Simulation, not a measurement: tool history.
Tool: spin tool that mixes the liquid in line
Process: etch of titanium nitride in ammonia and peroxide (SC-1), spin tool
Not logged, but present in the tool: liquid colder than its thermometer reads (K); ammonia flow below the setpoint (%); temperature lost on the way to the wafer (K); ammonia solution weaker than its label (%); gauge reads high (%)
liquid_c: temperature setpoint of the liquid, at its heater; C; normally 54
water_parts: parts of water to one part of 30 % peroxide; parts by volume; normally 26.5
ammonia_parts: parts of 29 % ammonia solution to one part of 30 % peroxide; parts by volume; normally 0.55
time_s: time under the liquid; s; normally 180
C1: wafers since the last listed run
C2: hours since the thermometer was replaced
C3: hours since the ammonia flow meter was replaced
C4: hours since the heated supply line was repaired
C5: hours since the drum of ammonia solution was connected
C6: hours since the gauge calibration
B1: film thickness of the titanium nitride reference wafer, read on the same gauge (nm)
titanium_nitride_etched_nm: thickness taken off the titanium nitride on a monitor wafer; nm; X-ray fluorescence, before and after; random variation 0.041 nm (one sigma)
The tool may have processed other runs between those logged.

run 1 hour=0 | liquid_c=54 water_parts=26.5 ammonia_parts=0.75 time_s=180 | C1=0 C2=335.1 C3=80.1 C4=2407 C5=236.4 C6=79.6 | B1=70 | titanium_nitride_etched_nm=5.93
run 2 hour=31.9 | liquid_c=54 water_parts=26.5 ammonia_parts=0.55 time_s=180 | C1=328 C2=367 C3=112 C4=2438.9 C5=268.3 C6=111.5 | B1=69.98 | titanium_nitride_etched_nm=5.56
run 3 hour=51.3 | liquid_c=54 water_parts=22.5 ammonia_parts=0.55 time_s=180 | C1=200 C2=386.4 C3=131.4 C4=2458.3 C5=287.7 C6=130.9 | B1=70 | titanium_nitride_etched_nm=6.1
run 4 hour=74.3 | liquid_c=54 water_parts=26.5 ammonia_parts=0.5 time_s=180 | C1=237 C2=409.4 C3=154.4 C4=2481.3 C5=310.7 C6=153.9 | B1=70.01 | titanium_nitride_etched_nm=5.51
run 5 hour=94 | liquid_c=54 water_parts=26.5 ammonia_parts=0.5 time_s=180 | C1=203 C2=429.1 C3=174.1 C4=2501 C5=330.4 C6=173.6 | B1=69.99 | titanium_nitride_etched_nm=5.56
-- hour=129.9 new drum of ammonia solution connected
run 6 hour=201.3 | liquid_c=54 water_parts=26.5 ammonia_parts=0.5 time_s=180 | C1=1095 C2=536.4 C3=281.4 C4=2608.3 C5=71.4 C6=280.9 | B1=69.98 | titanium_nitride_etched_nm=5.44
run 7 hour=224.1 | liquid_c=54 water_parts=26.5 ammonia_parts=0.55 time_s=180 | C1=235 C2=559.2 C3=304.2 C4=2631.1 C5=94.2 C6=303.7 | B1=69.95 | titanium_nitride_etched_nm=5.59
run 8 hour=250.7 | liquid_c=54 water_parts=26.5 ammonia_parts=0.55 time_s=180 | C1=274 C2=585.8 C3=330.8 C4=2657.7 C5=120.8 C6=330.3 | B1=70 | titanium_nitride_etched_nm=5.48
-- hour=266.4 thermometer replaced
-- hour=278.9 heated supply line repaired
run 9 hour=329.1 | liquid_c=54 water_parts=26.5 ammonia_parts=0.35 time_s=180 | C1=787 C2=62.7 C3=409.2 C4=50.2 C5=199.2 C6=408.7 | B1=69.99 | titanium_nitride_etched_nm=5.08
run 10 hour=350.2 | liquid_c=54 water_parts=26.5 ammonia_parts=0.35 time_s=90 | C1=217 C2=83.8 C3=430.3 C4=71.3 C5=220.3 C6=429.8 | B1=70.01 | titanium_nitride_etched_nm=2.5
run 11 hour=367.9 | liquid_c=58.5 water_parts=26.5 ammonia_parts=0.45 time_s=110 | C1=182 C2=101.5 C3=448 C4=89 C5=238 C6=447.5 | B1=69.94 | titanium_nitride_etched_nm=4.37
-- hour=368.3 gauge calibrated
run 12 hour=396.5 | liquid_c=54 water_parts=26.5 ammonia_parts=0.55 time_s=290 | C1=294 C2=130.1 C3=476.6 C4=117.6 C5=266.6 C6=28.2 | B1=70.03 | titanium_nitride_etched_nm=8.75
run 13 hour=421.8 | liquid_c=54 water_parts=26.5 ammonia_parts=0.8 time_s=75 | C1=260 C2=155.4 C3=501.9 C4=142.9 C5=291.9 C6=53.5 | B1=70.02 | titanium_nitride_etched_nm=2.46
-- hour=433.5 ammonia flow meter replaced
run 14 hour=441.7 | liquid_c=54 water_parts=26.5 ammonia_parts=0.55 time_s=80 | C1=194 C2=175.3 C3=8.2 C4=162.8 C5=311.8 C6=73.4 | B1=70.01 | titanium_nitride_etched_nm=2.5
-- hour=460.9 new drum of ammonia solution connected
run 15 hour=476.3 | liquid_c=54 water_parts=26.5 ammonia_parts=0.55 time_s=180 | C1=346 C2=209.9 C3=42.8 C4=197.4 C5=15.4 C6=108 | B1=69.98 | titanium_nitride_etched_nm=5.63
run 16 hour=503.7 | liquid_c=58 water_parts=37.5 ammonia_parts=0.55 time_s=150 | C1=282 C2=237.3 C3=70.2 C4=224.8 C5=42.8 C6=135.4 | B1=70.01 | titanium_nitride_etched_nm=5.04
run 17 hour=521.1 | liquid_c=54 water_parts=26.5 ammonia_parts=0.55 time_s=130 | C1=179 C2=254.7 C3=87.6 C4=242.2 C5=60.2 C6=152.8 | B1=70 | titanium_nitride_etched_nm=4.08
run 18 hour=535.9 | liquid_c=54 water_parts=26.5 ammonia_parts=0.55 time_s=180 | C1=152 C2=269.5 C3=102.4 C4=257 C5=75 C6=167.6 | B1=70.03 | titanium_nitride_etched_nm=5.58
run 19 hour=550.2 | liquid_c=54 water_parts=26.5 ammonia_parts=0.8 time_s=180 | C1=147 C2=283.8 C3=116.7 C4=271.3 C5=89.3 C6=181.9 | B1=69.98 | titanium_nitride_etched_nm=5.93
run 20 hour=576.5 | liquid_c=54 water_parts=26.5 ammonia_parts=0.55 time_s=180 | C1=271 C2=310.1 C3=143 C4=297.6 C5=115.6 C6=208.2 | B1=70.01 | titanium_nitride_etched_nm=5.65
run 21 hour=611.9 | liquid_c=54 water_parts=26.5 ammonia_parts=0.35 time_s=230 | C1=364 C2=345.5 C3=178.4 C4=333 C5=151 C6=243.6 | B1=69.98 | titanium_nitride_etched_nm=6.46
run 22 hour=629.8 | liquid_c=54 water_parts=30.5 ammonia_parts=0.55 time_s=120 | C1=184 C2=363.4 C3=196.3 C4=350.9 C5=168.9 C6=261.5 | B1=70.03 | titanium_nitride_etched_nm=3.44
run 23 hour=650.8 | liquid_c=62 water_parts=26.5 ammonia_parts=0.55 time_s=130 | C1=216 C2=384.4 C3=217.3 C4=371.9 C5=189.9 C6=282.5 | B1=69.99 | titanium_nitride_etched_nm=6.91
run 24 hour=674.7 | liquid_c=45 water_parts=38 ammonia_parts=0.75 time_s=230 | C1=246 C2=408.3 C3=241.2 C4=395.8 C5=213.8 C6=306.4 | B1=70 | titanium_nitride_etched_nm=3.27

Give the tool's hidden conditions for every run:
liquid colder than its thermometer reads (K): 0 on each run
temperature lost on the way to the wafer (K): 0 on each run
ammonia solution weaker than its label (%): 0 on each run
gauge reads high (%): 0 on each run
H1: ammonia flow below the setpoint (%)
run=1 H1=2.15
run=2 H1=2.98
run=3 H1=3.49
run=4 H1=4.09
run=5 H1=4.61
run=6 H1=7.42
run=7 H1=8.01
run=8 H1=8.71
run=9 H1=10.8
run=10 H1=11.3
run=11 H1=11.8
run=12 H1=12.5
run=13 H1=13.2
run=14 H1=0.278
run=15 H1=1.18
run=16 H1=1.9
run=17 H1=2.36
run=18 H1=2.74
run=19 H1=3.12
run=20 H1=3.81
run=21 H1=4.73
run=22 H1=5.2
run=23 H1=5.75
run=24 H1=6.38
